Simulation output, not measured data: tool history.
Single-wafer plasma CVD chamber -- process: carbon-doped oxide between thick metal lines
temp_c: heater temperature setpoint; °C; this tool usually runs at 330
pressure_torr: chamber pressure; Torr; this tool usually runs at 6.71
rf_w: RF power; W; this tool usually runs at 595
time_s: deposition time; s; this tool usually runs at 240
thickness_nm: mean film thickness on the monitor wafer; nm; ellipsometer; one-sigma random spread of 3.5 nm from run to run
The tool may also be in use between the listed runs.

| run | hour | temp_c | pressure_torr | rf_w | time_s | read-back reference wafer on the same gauge, thickness_nm | thickness_nm |
|---|---|---|---|---|---|---|---|
| 1 | 0.0 | 330 | 6.71 | 595 | 240 | 1279.724 | 1349.015 |
| 2 | 24.3 | 321 | 6.71 | 655 | 240 | 1279.780 | 1466.600 |
|  | 48.8 | thermocouple changed; heater temperature recalibrated |
| 3 | 59.7 | 321 | 6.71 | 655 | 240 | 1279.174 | 1466.718 |
| 4 | 92.4 | 330 | 7.77 | 595 | 240 | 1279.272 | 1359.046 |
| 5 | 108.3 | 330 | 7.77 | 595 | 240 | 1280.435 | 1361.054 |
| 6 | 141.1 | 330 | 7.77 | 595 | 240 | 1279.902 | 1354.249 |
|  | 173.2 | showerhead replaced |
|  | 175.7 | RF generator calibrated |
| 7 | 176.2 | 330 | 7.66 | 595 | 271 | 1279.629 | 1602.275 |
| 8 | 184.5 | 330 | 7.66 | 595 | 271 | 1279.752 | 1602.909 |
| 9 | 216.2 | 330 | 7.60 | 550 | 240 | 1279.951 | 1359.642 |
|  | 219.5 | gauge calibrated |
| 10 | 239.0 | 341 | 6.71 | 595 | 240 | 1279.678 | 1353.620 |
| 11 | 273.1 | 330 | 6.71 | 595 | 240 | 1280.119 | 1410.221 |
| 12 | 296.0 | 325 | 5.38 | 645 | 240 | 1280.314 | 1462.672 |
| 13 | 317.8 | 317 | 8.08 | 680 | 213 | 1280.098 | 1412.851 |
| 14 | 372.6 | 335 | 6.71 | 515 | 240 | 1279.919 | 1280.426 |
| 15 | 403.2 | 337 | 7.83 | 480 | 240 | 1280.325 | 1227.677 |
| 16 | 418.5 | 325 | 7.42 | 625 | 253 | 1280.207 | 1549.976 |
| 17 | 449.7 | 338 | 6.71 | 595 | 240 | 1279.545 | 1361.866 |
| 18 | 464.2 | 330 | 7.98 | 535 | 193 | 1279.670 | 1069.902 |
| 19 | 481.4 | 330 | 6.71 | 490 | 240 | 1280.724 | 1263.535 |
|  | 498.9 | capacitance manometer re-zeroed and calibrated |
| 20 | 499.4 | 326 | 6.71 | 595 | 240 | 1279.623 | 1418.921 |
| 21 | 522.7 | 330 | 6.71 | 595 | 253 | 1279.878 | 1470.803 |
| 22 | 546.5 | 330 | 6.71 | 690 | 240 | 1279.688 | 1503.248 |
| 23 | 569.4 | 343 | 7.32 | 675 | 283 | 1280.477 | 1674.121 |
| 24 | 598.4 | 330 | 7.77 | 595 | 240 | 1280.173 | 1400.798 |
| 25 | 616.5 | 330 | 7.66 | 595 | 271 | 1280.134 | 1576.565 |
| 26 | 651.9 | 330 | 6.71 | 595 | 240 | 1280.412 | 1385.873 |
| 27 | 683.2 | 322 | 7.99 | 680 | 265 | 1279.837 | 1700.979 |
| 28 | 697.5 | 330 | 6.71 | 530 | 240 | 1279.970 | 1304.182 |

Subtracting, for every run, the result it would have given without the tool's unlogged condition from the measured result gives the following. The same run-to-run variation enters both numbers; the gauge's scatter may not:
The tool's hidden condition here consists of: wafer temperature above the value expected at the setpoint (K); delivered RF power above the setpoint (%); true pressure above the setpoint (%); gauge reads high (%).
| run | thickness_nm |
|---|---|
| 1 | -63.561 |
| 2 | -69.271 |
| 3 | -69.515 |
| 4 | -64.608 |
| 5 | -64.797 |
| 6 | -64.658 |
| 7 | -2.107 |
| 8 | -2.783 |
| 9 | -4.503 |
| 10 | -5.973 |
| 11 | -8.476 |
| 12 | -10.313 |
| 13 | -11.003 |
| 14 | -13.679 |
| 15 | -15.015 |
| 16 | -18.910 |
| 17 | -18.257 |
| 18 | -15.409 |
| 19 | -19.242 |
| 20 | -21.629 |
| 21 | -23.638 |
| 22 | -24.668 |
| 23 | -29.012 |
| 24 | -26.081 |
| 25 | -30.264 |
| 26 | -28.125 |
| 27 | -35.346 |
| 28 | -29.144 |
